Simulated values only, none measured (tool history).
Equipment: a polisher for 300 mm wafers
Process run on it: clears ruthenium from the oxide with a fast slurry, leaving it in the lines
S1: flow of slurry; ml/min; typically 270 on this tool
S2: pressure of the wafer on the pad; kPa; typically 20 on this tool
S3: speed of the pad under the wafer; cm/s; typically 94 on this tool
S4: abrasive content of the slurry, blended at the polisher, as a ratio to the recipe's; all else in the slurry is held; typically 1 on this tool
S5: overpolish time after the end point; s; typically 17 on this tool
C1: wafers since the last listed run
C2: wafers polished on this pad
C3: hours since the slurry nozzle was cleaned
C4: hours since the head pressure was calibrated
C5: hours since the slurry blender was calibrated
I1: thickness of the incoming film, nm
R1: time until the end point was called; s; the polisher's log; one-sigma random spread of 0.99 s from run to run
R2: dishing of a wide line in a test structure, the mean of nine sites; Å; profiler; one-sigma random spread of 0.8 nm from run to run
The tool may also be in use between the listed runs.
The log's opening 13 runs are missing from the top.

-- day=7.496 worn pad replaced by a new one
run 14 day=8 | S1=210 S2=25.5 S3=124 S4=0.75 S5=17 | C1=89 C2=84 C3=476.5 C4=1061.1 C5=256.9 | I1=314 | R1=74.1 R2=482
run 15 day=8.733 | S1=195 S2=25.5 S3=70 S4=1.25 S5=17 | C1=122 C2=206 C3=494.1 C4=1078.7 C5=274.5 | I1=315.4 | R1=95 R2=417
run 16 day=9.417 | S1=270 S2=20 S3=94 S4=1 S5=13 | C1=114 C2=321 C3=510.5 C4=1095.1 C5=290.9 | I1=304.5 | R1=97.4 R2=318
-- day=11.054 head pressure recalibrated
run 17 day=11.175 | S1=270 S2=20 S3=94 S4=1 S5=17 | C1=280 C2=601 C3=552.7 C4=2.9 C5=333.1 | I1=308.8 | R1=101.1 R2=398
-- day=11.442 slurry blender recalibrated
run 18 day=11.462 | S1=330 S2=20 S3=94 S4=0.8 S5=17 | C1=34 C2=635 C3=559.6 C4=9.8 C5=0.5 | I1=310.5 | R1=107.1 R2=369
run 19 day=11.808 | S1=270 S2=17.9 S3=124 S4=1 S5=17 | C1=57 C2=693 C3=567.9 C4=18.1 C5=8.8 | I1=308.2 | R1=89.8 R2=433
-- day=12.1 worn pad replaced by a new one
run 20 day=12.25 | S1=270 S2=20 S3=94 S4=1 S5=11 | C1=46 C2=25 C3=578.5 C4=28.7 C5=19.4 | I1=316 | R1=96.9 R2=290
run 21 day=12.571 | S1=270 S2=20 S3=94 S4=1.1 S5=11 | C1=53 C2=78 C3=586.2 C4=36.4 C5=27.1 | I1=311.8 | R1=91.8 R2=285
-- day=12.758 slurry nozzle cleaned
run 22 day=12.842 | S1=270 S2=13.8 S3=94 S4=1 S5=14 | C1=38 C2=117 C3=2 C4=42.9 C5=33.6 | I1=307.9 | R1=126.2 R2=271
run 23 day=13.588 | S1=270 S2=20 S3=94 S4=1 S5=17 | C1=124 C2=242 C3=19.9 C4=60.8 C5=51.5 | I1=303.8 | R1=94.6 R2=403
run 24 day=14.067 | S1=270 S2=17.9 S3=106 S4=1 S5=17 | C1=80 C2=322 C3=31.4 C4=72.3 C5=63 | I1=306.9 | R1=96.7 R2=392
run 25 day=14.671 | S1=270 S2=20 S3=94 S4=1 S5=17 | C1=101 C2=423 C3=45.9 C4=86.8 C5=77.5 | I1=314.3 | R1=98.5 R2=386
run 26 day=15.329 | S1=335 S2=15.9 S3=94 S4=1 S5=13 | C1=110 C2=533 C3=61.7 C4=102.6 C5=93.3 | I1=311.2 | R1=116.2 R2=278
run 27 day=15.75 | S1=270 S2=15.2 S3=94 S4=1 S5=17 | C1=70 C2=604 C3=71.8 C4=112.7 C5=103.4 | I1=313.5 | R1=124.1 R2=327
run 28 day=16.042 | S1=270 S2=20 S3=94 S4=1 S5=17 | C1=48 C2=652 C3=78.8 C4=119.7 C5=110.4 | I1=308.2 | R1=100.6 R2=392
run 29 day=16.479 | S1=270 S2=20 S3=94 S4=1 S5=13 | C1=73 C2=726 C3=89.3 C4=130.2 C5=120.9 | I1=308.7 | R1=100.5 R2=309
-- day=16.679 worn pad replaced by a new one
run 30 day=16.85 | S1=330 S2=20 S3=94 S4=1 S5=22 | C1=34 C2=28 C3=98.2 C4=139.1 C5=129.8 | I1=315.1 | R1=94.2 R2=506

Below are 3 alternative next runs, each starting from the tool's condition after run 30. Predict each:
run A day=16.871 | S1=270 S2=20 S3=124 S4=1 S5=17 | C1=3 C2=31 C3=98.7 C4=139.6 C5=130.3 | I1=310.6 | R1=? R2=?
run B day=16.871 | S1=345 S2=20 S3=94 S4=1 S5=22 | C1=3 C2=31 C3=98.7 C4=139.6 C5=130.3 | I1=310.6 | R1=? R2=?
run C day=16.871 | S1=175 S2=14.5 S3=72 S4=1 S5=17 | C1=3 C2=31 C3=98.7 C4=139.6 C5=130.3 | I1=310.6 | R1=? R2=?

run=A R1=78.7 R2=480
run=B R1=93.3 R2=512
run=C R1=154.3 R2=280
Without the tool's hidden state the same runs would have given:
run=A R1=78.2 R2=483
run=B R1=92.7 R2=514
run=C R1=153.4 R2=281
